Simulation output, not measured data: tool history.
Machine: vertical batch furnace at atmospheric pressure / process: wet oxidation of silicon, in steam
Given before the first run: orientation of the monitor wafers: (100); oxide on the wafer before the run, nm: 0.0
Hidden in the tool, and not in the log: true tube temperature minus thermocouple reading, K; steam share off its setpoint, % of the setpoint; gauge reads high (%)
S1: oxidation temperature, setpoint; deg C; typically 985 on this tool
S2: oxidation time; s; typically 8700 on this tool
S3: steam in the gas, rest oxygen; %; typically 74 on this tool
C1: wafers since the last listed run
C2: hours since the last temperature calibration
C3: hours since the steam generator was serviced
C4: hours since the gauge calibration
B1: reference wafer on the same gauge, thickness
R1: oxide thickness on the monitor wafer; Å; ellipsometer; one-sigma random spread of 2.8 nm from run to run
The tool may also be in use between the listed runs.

{"run": 1, "hour": 0.0, "S1": 985, "S2": 8700, "S3": 74, "C1": 0, "C2": 1008.8, "C3": 1202.0, "C4": 1185.0, "B1": 584.21, "R1": 5462.4}
{"hour": 49.9, "done": "steam generator serviced"}
{"run": 2, "hour": 50.4, "S1": 985, "S2": 8700, "S3": 74, "C1": 270, "C2": 1059.2, "C3": 0.5, "C4": 1235.4, "B1": 585.27, "R1": 5403.7}
{"run": 3, "hour": 133.9, "S1": 985, "S2": 8700, "S3": 74, "C1": 854, "C2": 1142.7, "C3": 84.0, "C4": 1318.9, "B1": 587.55, "R1": 5479.7}
{"run": 4, "hour": 431.3, "S1": 985, "S2": 8700, "S3": 74, "C1": 3044, "C2": 1440.1, "C3": 381.4, "C4": 1616.3, "B1": 591.86, "R1": 5465.1}
{"run": 5, "hour": 528.7, "S1": 985, "S2": 8700, "S3": 74, "C1": 997, "C2": 1537.5, "C3": 478.8, "C4": 1713.7, "B1": 593.27, "R1": 5475.4}
{"run": 6, "hour": 587.0, "S1": 985, "S2": 8700, "S3": 74, "C1": 596, "C2": 1595.8, "C3": 537.1, "C4": 1772.0, "B1": 594.03, "R1": 5484.5}
{"run": 7, "hour": 650.8, "S1": 985, "S2": 8700, "S3": 74, "C1": 653, "C2": 1659.6, "C3": 600.9, "C4": 1835.8, "B1": 593.32, "R1": 5484.2}
{"hour": 738.7, "done": "thermocouples replaced and temperature profile calibrated"}
{"run": 8, "hour": 739.2, "S1": 985, "S2": 11100, "S3": 78, "C1": 659, "C2": 0.5, "C3": 689.3, "C4": 1924.2, "B1": 597.12, "R1": 6745.5}
{"hour": 887.8, "done": "gauge calibrated"}
{"run": 9, "hour": 1024.8, "S1": 1003, "S2": 8700, "S3": 74, "C1": 2924, "C2": 286.1, "C3": 974.9, "C4": 137.0, "B1": 566.85, "R1": 5837.3}
{"run": 10, "hour": 1091.5, "S1": 985, "S2": 8700, "S3": 81, "C1": 682, "C2": 352.8, "C3": 1041.6, "C4": 203.7, "B1": 568.44, "R1": 5595.2}
{"run": 11, "hour": 1184.5, "S1": 961, "S2": 7440, "S3": 66, "C1": 952, "C2": 445.8, "C3": 1134.6, "C4": 296.7, "B1": 569.59, "R1": 3670.5}
{"run": 12, "hour": 1235.6, "S1": 985, "S2": 12090, "S3": 62, "C1": 523, "C2": 496.9, "C3": 1185.7, "C4": 347.8, "B1": 570.33, "R1": 5850.5}
{"hour": 1297.2, "done": "steam generator serviced"}
{"run": 13, "hour": 1337.9, "S1": 985, "S2": 8700, "S3": 82, "C1": 801, "C2": 599.2, "C3": 40.7, "C4": 450.1, "B1": 571.16, "R1": 5697.6}
{"run": 14, "hour": 1374.7, "S1": 973, "S2": 11760, "S3": 84, "C1": 376, "C2": 636.0, "C3": 77.5, "C4": 486.9, "B1": 573.33, "R1": 6483.4}
{"run": 15, "hour": 1420.3, "S1": 996, "S2": 7530, "S3": 69, "C1": 466, "C2": 681.6, "C3": 123.1, "C4": 532.5, "B1": 571.96, "R1": 4967.1}
{"run": 16, "hour": 1526.4, "S1": 985, "S2": 5340, "S3": 74, "C1": 1086, "C2": 787.7, "C3": 229.2, "C4": 638.6, "B1": 575.23, "R1": 3803.9}
{"run": 17, "hour": 1587.1, "S1": 999, "S2": 8700, "S3": 69, "C1": 621, "C2": 848.4, "C3": 289.9, "C4": 699.3, "B1": 576.43, "R1": 5579.9}
{"run": 18, "hour": 1660.0, "S1": 985, "S2": 5340, "S3": 74, "C1": 746, "C2": 921.3, "C3": 362.8, "C4": 772.2, "B1": 577.59, "R1": 3829.3}

Here are 3 independent what-if runs from the current tool condition. What would each one return?
{"run": "A", "hour": 1666.2, "S1": 975, "S2": 8700, "S3": 74, "C1": 63, "C2": 927.5, "C3": 369.0, "C4": 778.4, "B1": "?", "R1": "?"}
{"run": "B", "hour": 1666.2, "S1": 992, "S2": 8700, "S3": 64, "C1": 63, "C2": 927.5, "C3": 369.0, "C4": 778.4, "B1": "?", "R1": "?"}
{"run": "C", "hour": 1666.2, "S1": 1001, "S2": 12360, "S3": 84, "C1": 63, "C2": 927.5, "C3": 369.0, "C4": 778.4, "B1": "?", "R1": "?"}

run=A B1=578.02 R1=4998.2
run=B B1=578.02 R1=5105.8
run=C B1=578.02 R1=8006.1
With no hidden state in the tool, these same runs would have given:
run=A R1=4933.5
run=B R1=5039.7
run=C R1=7902.5

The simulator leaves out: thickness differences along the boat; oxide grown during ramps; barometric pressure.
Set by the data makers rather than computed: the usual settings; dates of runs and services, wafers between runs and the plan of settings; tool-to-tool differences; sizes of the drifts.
